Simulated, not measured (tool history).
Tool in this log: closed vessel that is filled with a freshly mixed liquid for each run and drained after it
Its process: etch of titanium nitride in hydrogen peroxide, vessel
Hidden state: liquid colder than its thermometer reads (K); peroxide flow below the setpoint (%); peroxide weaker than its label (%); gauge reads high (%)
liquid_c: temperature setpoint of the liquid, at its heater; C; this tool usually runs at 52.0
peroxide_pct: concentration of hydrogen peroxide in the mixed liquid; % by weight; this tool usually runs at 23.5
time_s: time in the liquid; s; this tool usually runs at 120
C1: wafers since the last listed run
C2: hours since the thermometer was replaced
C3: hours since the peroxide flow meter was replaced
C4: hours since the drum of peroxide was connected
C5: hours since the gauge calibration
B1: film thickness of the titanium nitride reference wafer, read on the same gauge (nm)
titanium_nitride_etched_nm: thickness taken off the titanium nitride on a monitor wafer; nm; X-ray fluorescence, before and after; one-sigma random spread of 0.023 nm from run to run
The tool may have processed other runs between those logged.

Run 1, hour 0.0: usual settings; C1 0; C2 2371.1; C3 1636.7; C4 296.1; C5 294.9; B1 30.01. Result: titanium_nitride_etched_nm 5.69 nm.
Run 2, hour 46.6: usual settings; C1 3600; C2 2417.7; C3 1683.3; C4 342.7; C5 341.5; B1 29.98. Result: titanium_nitride_etched_nm 5.70 nm.
Run 3, hour 109.4: usual settings but liquid_c 46.0 C; C1 4851; C2 2480.5; C3 1746.1; C4 405.5; C5 404.3; B1 30.00. Result: titanium_nitride_etched_nm 3.66 nm.
Run 4, hour 152.2: usual settings but liquid_c 46.0 C; C1 3306; C2 2523.3; C3 1788.9; C4 448.3; C5 447.1; B1 29.98. Result: titanium_nitride_etched_nm 3.65 nm.
Run 5, hour 218.5: usual settings but peroxide_pct 22.0 % by weight; C1 5122; C2 2589.6; C3 1855.2; C4 514.6; C5 513.4; B1 30.03. Result: titanium_nitride_etched_nm 5.54 nm.
Run 6, hour 262.9: usual settings; C1 3430; C2 2634.0; C3 1899.6; C4 559.0; C5 557.8; B1 30.00. Result: titanium_nitride_etched_nm 5.62 nm.
Run 7, hour 302.0: usual settings but time_s 155 s; C1 3020; C2 2673.1; C3 1938.7; C4 598.1; C5 596.9; B1 29.99. Result: titanium_nitride_etched_nm 7.26 nm.
Run 8, hour 359.5: usual settings; C1 4442; C2 2730.6; C3 1996.2; C4 655.6; C5 654.4; B1 30.00. Result: titanium_nitride_etched_nm 5.64 nm.
At hour 372.5: new drum of peroxide connected.
At hour 381.5: gauge calibrated.
Run 9, hour 424.3: usual settings; C1 4929; C2 2795.4; C3 2061.0; C4 51.8; C5 42.8; B1 29.98. Result: titanium_nitride_etched_nm 5.69 nm.
Run 10, hour 449.6: usual settings; C1 1954; C2 2820.7; C3 2086.3; C4 77.1; C5 68.1; B1 30.00. Result: titanium_nitride_etched_nm 5.69 nm.
At hour 502.5: peroxide flow meter replaced.
Run 11, hour 503.1: usual settings but liquid_c 61.0 C, peroxide_pct 29.5 % by weight, time_s 75 s; C1 4055; C2 2874.2; C3 0.6; C4 130.6; C5 121.6; B1 29.98. Result: titanium_nitride_etched_nm 7.01 nm.
Run 12, hour 552.0: usual settings but time_s 100 s; C1 3777; C2 2923.1; C3 49.5; C4 179.5; C5 170.5; B1 29.97. Result: titanium_nitride_etched_nm 4.73 nm.
Run 13, hour 604.3: usual settings but liquid_c 47.5 C, peroxide_pct 20.5 % by weight, time_s 150 s; C1 4040; C2 2975.4; C3 101.8; C4 231.8; C5 222.8; B1 30.02. Result: titanium_nitride_etched_nm 4.95 nm.
At hour 634.3: thermometer replaced.
Run 14, hour 665.5: usual settings; C1 4650; C2 31.2; C3 163.0; C4 293.0; C5 284.0; B1 30.01. Result: titanium_nitride_etched_nm 6.25 nm.
Run 15, hour 701.2: usual settings but liquid_c 47.0 C, peroxide_pct 18.0 % by weight; C1 2758; C2 66.9; C3 198.7; C4 328.7; C5 319.7; B1 30.01. Result: titanium_nitride_etched_nm 4.11 nm.
Run 16, hour 766.0: usual settings but liquid_c 60.5 C, peroxide_pct 18.5 % by weight; C1 5006; C2 131.7; C3 263.5; C4 393.5; C5 384.5; B1 30.02. Result: titanium_nitride_etched_nm 10.70 nm.
Run 17, hour 820.2: usual settings but liquid_c 59.5 C, peroxide_pct 17.5 % by weight; C1 4187; C2 185.9; C3 317.7; C4 447.7; C5 438.7; B1 30.01. Result: titanium_nitride_etched_nm 9.85 nm.

Forecast each of these 5 alternatives for the next run:
Run A, hour 820.9: usual settings but time_s 75 s; C1 54; C2 186.6; C3 318.4; C4 448.4; C5 439.4; B1 ?. Result: titanium_nitride_etched_nm ?.
Run B, hour 820.9: usual settings but peroxide_pct 29.5 % by weight, time_s 50 s; C1 54; C2 186.6; C3 318.4; C4 448.4; C5 439.4; B1 ?. Result: titanium_nitride_etched_nm ?.
Run C, hour 820.9: usual settings but liquid_c 61.0 C, peroxide_pct 17.5 % by weight, time_s 150 s; C1 54; C2 186.6; C3 318.4; C4 448.4; C5 439.4; B1 ?. Result: titanium_nitride_etched_nm ?.
Run D, hour 820.9: usual settings but liquid_c 58.5 C, peroxide_pct 18.5 % by weight, time_s 155 s; C1 54; C2 186.6; C3 318.4; C4 448.4; C5 439.4; B1 ?. Result: titanium_nitride_etched_nm ?.
Run E, hour 820.9: usual settings but liquid_c 62.0 C, peroxide_pct 30.0 % by weight, time_s 145 s; C1 54; C2 186.6; C3 318.4; C4 448.4; C5 439.4; B1 ?. Result: titanium_nitride_etched_nm ?.

run     B1  titanium_nitride_etched_nm
  A  30.00                        3.86
  B  30.00                        2.71
  C  30.00                       13.57
  D  30.00                       11.97
  E  30.00                       15.77
Take away the tool's hidden state, keep each run's random variation, and the runs would have read:
run  titanium_nitride_etched_nm
  A                        4.01
  B                        2.81
  C                       14.08
  D                       12.42
  E                       16.36
